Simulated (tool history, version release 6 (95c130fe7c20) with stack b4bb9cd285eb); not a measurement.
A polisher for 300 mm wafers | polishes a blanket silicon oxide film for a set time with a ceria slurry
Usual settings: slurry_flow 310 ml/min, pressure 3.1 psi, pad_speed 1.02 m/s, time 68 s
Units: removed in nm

run,hour,slurry_flow,pressure,pad_speed,time,wafers since the last listed run,wafers polished on this pad,hours since the slurry nozzle was cleaned,hours since the head pressure was calibrated,"incoming thickness of the incoming film, nm",removed
1,0.0,310,3.1,1.02,68,0,270,213.1,846.4,1349.8,305.6
2,10.3,310,3.1,1.02,68,163,434,223.4,856.7,1345.6,308.5
3,34.5,310,3.1,1.02,68,385,819,247.6,880.9,1354.8,294.3
4,46.5,310,3.1,1.02,58,190,1010,259.6,892.9,1336.2,257.1
5,59.7,310,3.1,1.02,58,210,1220,272.8,906.1,1321.4,252.5
# hour 74.3: worn pad replaced by a new one
6,74.8,310,3.1,1.02,58,176,8,287.9,921.2,1353.5,270.1
7,85.4,310,2.5,1.02,84,168,177,298.5,931.8,1343.7,322.8
8,98.8,310,3.1,1.02,68,213,390,311.9,945.2,1359.4,312.2
9,116.4,310,3.1,1.02,68,280,670,329.5,962.8,1327.0,300.8
10,132.3,280,3.1,1.10,68,253,923,345.4,978.7,1316.4,317.7
11,141.4,310,3.1,1.02,68,144,1068,354.5,987.8,1354.8,301.9
# hour 153.9: worn pad replaced by a new one
12,154.4,310,3.1,1.02,68,143,7,367.5,1000.8,1349.5,318.2
13,182.5,310,3.1,1.02,68,447,454,395.6,1028.9,1324.8,304.8
# hour 185.2: slurry nozzle cleaned
14,191.7,310,3.1,1.02,68,130,585,6.5,1038.1,1329.3,308.8
# hour 199.4: head pressure recalibrated
15,206.4,310,3.1,1.02,68,202,787,21.2,7.0,1335.2,266.5
16,221.0,310,3.1,1.02,58,232,1019,35.8,21.6,1366.1,227.4
17,238.5,310,3.1,0.68,68,278,1297,53.3,39.1,1340.4,199.8
# hour 251.2: worn pad replaced by a new one
18,254.9,310,4.1,0.70,68,197,59,69.7,55.5,1328.2,260.3
19,267.8,310,2.7,1.26,68,205,264,82.6,68.4,1363.8,297.4
20,284.5,350,4.2,1.36,68,265,530,99.3,85.1,1353.1,448.9
21,293.1,310,3.1,1.02,68,136,666,107.9,93.7,1346.6,267.9
22,305.9,310,3.1,1.02,68,203,870,120.7,106.5,1339.5,271.9
23,319.1,310,3.1,1.02,68,210,1080,133.9,119.7,1331.8,268.6
# hour 332.8: worn pad replaced by a new one
24,333.6,275,2.1,1.02,68,167,12,148.4,134.2,1336.5,215.3
25,351.5,310,3.1,1.34,48,284,297,166.3,152.1,1349.1,246.0
26,366.8,310,3.1,1.22,68,243,540,181.6,167.4,1351.6,320.7
27,379.5,310,3.1,0.86,68,202,742,194.3,180.1,1333.8,240.4
# hour 411.6: worn pad replaced by a new one
28,417.2,310,3.1,1.02,68,536,89,232.0,217.8,1344.1,284.6
29,429.1,310,3.1,1.02,58,189,279,243.9,229.7,1320.3,243.7
30,440.2,390,3.1,0.66,68,176,455,255.0,240.8,1324.3,204.7
31,450.9,310,3.1,1.02,68,170,626,265.7,251.5,1353.7,282.4

Measured less the same run without the tool's hidden state. The same run-to-run variation is in both; the gauge's scatter may not be:
The hidden state here: removal rate lost through wear of the pad, %; slurry flow missing at the pad, %; deviation of the head's pressure from its setpoint, %.
run,removed
1,+21.1
2,+18.8
3,+14.9
4,+12.4
5,+11.8
6,+25.9
7,+26.4
8,+21.7
9,+18.1
10,+17.7
11,+16.4
12,+32.0
13,+21.8
14,+20.6
15,-17.0
16,-15.1
17,-13.5
18,-4.0
19,-9.5
20,-20.3
21,-13.2
22,-14.5
23,-14.9
24,-1.2
25,-7.2
26,-13.1
27,-11.2
28,-0.7
29,-4.2
30,-5.3
31,-9.1

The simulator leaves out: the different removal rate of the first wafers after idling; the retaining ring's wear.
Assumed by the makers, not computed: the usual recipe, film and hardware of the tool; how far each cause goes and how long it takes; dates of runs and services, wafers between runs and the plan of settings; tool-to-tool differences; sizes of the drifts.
